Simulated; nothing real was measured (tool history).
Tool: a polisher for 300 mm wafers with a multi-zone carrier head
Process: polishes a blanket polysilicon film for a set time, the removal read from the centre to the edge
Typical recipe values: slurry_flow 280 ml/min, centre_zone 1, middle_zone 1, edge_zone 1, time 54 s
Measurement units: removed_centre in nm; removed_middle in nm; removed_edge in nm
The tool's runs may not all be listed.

run   hour  slurry_flow  centre_zone  middle_zone  edge_zone  time  wafers since the last listed run  wafers polished on this pad  hours since the slurry nozzle was cleaned  hours since the centre zone pressure was calibrated  hours since the edge zone pressure was calibrated  hours since the carrier head's membrane was replaced  incoming thickness of the incoming film, nm  removed_centre  removed_middle  removed_edge
  1      0          245            1            1          1    54                                 0                          374                                      501.6                                                241.6                                             1058.9                                                1613.7                                       1089.6           466.4           445.3         450.1
  2   19.3          245            1            1          1    54                               250                          624                                      520.9                                                260.9                                             1078.2                                                  1633                                       1076.4           462.3           450.3         441.7
      37.1  -- centre zone pressure recalibrated
  3   47.9          280            1            1          1    54                               345                          970                                      549.5                                                 10.8                                             1106.8                                                1661.6                                       1071.9           441.5           455.4         448.3
  4   78.1          280            1            1          1    54                               392                         1362                                      579.7                                                   41                                               1137                                                1691.8                                         1057           453.5           454.2         447.5
  5    100          280            1            1          1    54                               284                         1646                                      601.6                                                 62.9                                             1158.9                                                1713.7                                       1056.7           452.1           453.6         459.6
  6  128.1          280            1            1          1    58                               364                         2011                                      629.7                                                   91                                               1187                                                1741.8                                       1064.2           495.2           490.7         486.8
     136.4  -- worn pad replaced by a new one
  7  148.1          345         0.92            1       1.11    42                               207                          152                                      649.7                                                  111                                               1207                                                1761.8                                       1069.8             351           359.6           373
     162.9  -- carrier head's membrane replaced by a new one, of another model than before
  8    167          280            1            1          1    65                               180                          332                                      668.6                                                129.9                                             1225.9                                                   4.1                                         1058           549.2           549.5         547.4
  9  182.8          280         0.93            1          1    54                               205                          538                                      684.4                                                145.7                                             1241.7                                                  19.9                                       1070.1           444.5           456.6         451.5
 10  216.5          280            1            1          1    58                               437                          975                                      718.1                                                179.4                                             1275.4                                                  53.6                                       1071.6           490.9           486.9         486.3
 11  252.5          280         0.91         1.11          1    54                               467                         1442                                      754.1                                                215.4                                             1311.4                                                  89.6                                       1075.5           446.4           476.6         452.7
     287.6  -- worn pad replaced by a new one
 12  288.1          280            1            1          1    54                               410                            6                                      789.7                                                  251                                               1347                                                 125.2                                         1078           469.5           452.4         460.4
     295.9  -- slurry nozzle cleaned
 13  299.3          210            1         1.09       1.07    54                               132                          138                                        3.4                                                262.2                                             1358.2                                                 136.4                                       1066.4           447.5           454.3           445
     305.6  -- centre zone pressure recalibrated
     321.9  -- edge zone pressure recalibrated
 14  325.7          190            1            1          1    38                               290                          429                                       29.8                                                 20.1                                                3.8                                                 162.8                                       1081.4           292.6           300.9         308.9
 15    358          280            1         0.96          1    54                               419                          849                                       62.1                                                 52.4                                               36.1                                                 195.1                                       1081.5             449           443.1         455.8
 16    389          280            1            1       1.04    54                               402                         1251                                       93.1                                                 83.4                                               67.1                                                 226.1                                       1081.8           455.6           455.4         461.4
 17  403.7          280            1            1          1    54                               190                         1442                                      107.8                                                 98.1                                               81.8                                                 240.8                                       1069.6           454.2           452.1         453.3
 18  417.5          280            1            1          1    72                               179                         1621                                      121.6                                                111.9                                               95.6                                                 254.6                                       1092.5           609.9           607.2         602.9
 19  439.3          365         1.09            1       0.89    54                               282                         1904                                      143.4                                                133.7                                              117.4                                                 276.4                                       1076.4           493.4           470.4         452.7
     449.5  -- worn pad replaced by a new one
 20  461.3          315            1            1          1    54                               233                          152                                      165.4                                                155.7                                              139.4                                                 298.4                                       1075.5           459.4           458.4         462.6
 21  486.1          215         1.07            1       1.04    47                               321                          474                                      190.2                                                180.5                                              164.2                                                 323.2                                       1076.2           398.7           379.8         388.1
 22  518.1          280            1          0.9          1    54                               415                          890                                      222.2                                                212.5                                              196.2                                                 355.2                                         1081             459           437.1         450.6
 23  545.9          280            1            1        0.9    54                               360                         1251                                        250                                                240.3                                                224                                                   383                                       1070.2           461.6           455.4         443.8

For some of the steps in removed_centre from one run to the next: how much would appear even if the tool had no hidden state, given the settings, what came in and random variation, and how much remains for the hidden state plus any gauge scatter that the measured result and the result without hidden state don't share?
Hidden state at play: removal rate lost through wear of the pad, %; slurry flow missing at the pad, %; deviation of the centre zone's pressure from its setpoint, %; deviation of the edge zone's pressure from its setpoint, %.
Run 2 -> 3: slurry_flow 245 -> 280, centre zone pressure recalibrated. removed_centre -20.8 nm: hidden state -30.9, all else +10.1.
Run 7 -> 8: slurry_flow 345 -> 280, centre_zone 0.92 -> 1, edge_zone 1.11 -> 1, time 42 -> 65, carrier head's membrane replaced by a new one, of another model than before. removed_centre +198.2 nm: hidden state +1.9, all else +196.3.
Run 13 -> 14: slurry_flow 210 -> 190, middle_zone 1.09 -> 1, edge_zone 1.07 -> 1, time 54 -> 38, centre zone pressure recalibrated, edge zone pressure recalibrated. removed_centre -154.9 nm: hidden state -19.6, all else -135.3.
Run 14 -> 15: slurry_flow 190 -> 280, middle_zone 1 -> 0.96, time 38 -> 54. removed_centre +156.4 nm: hidden state +6.8, all else +149.6.
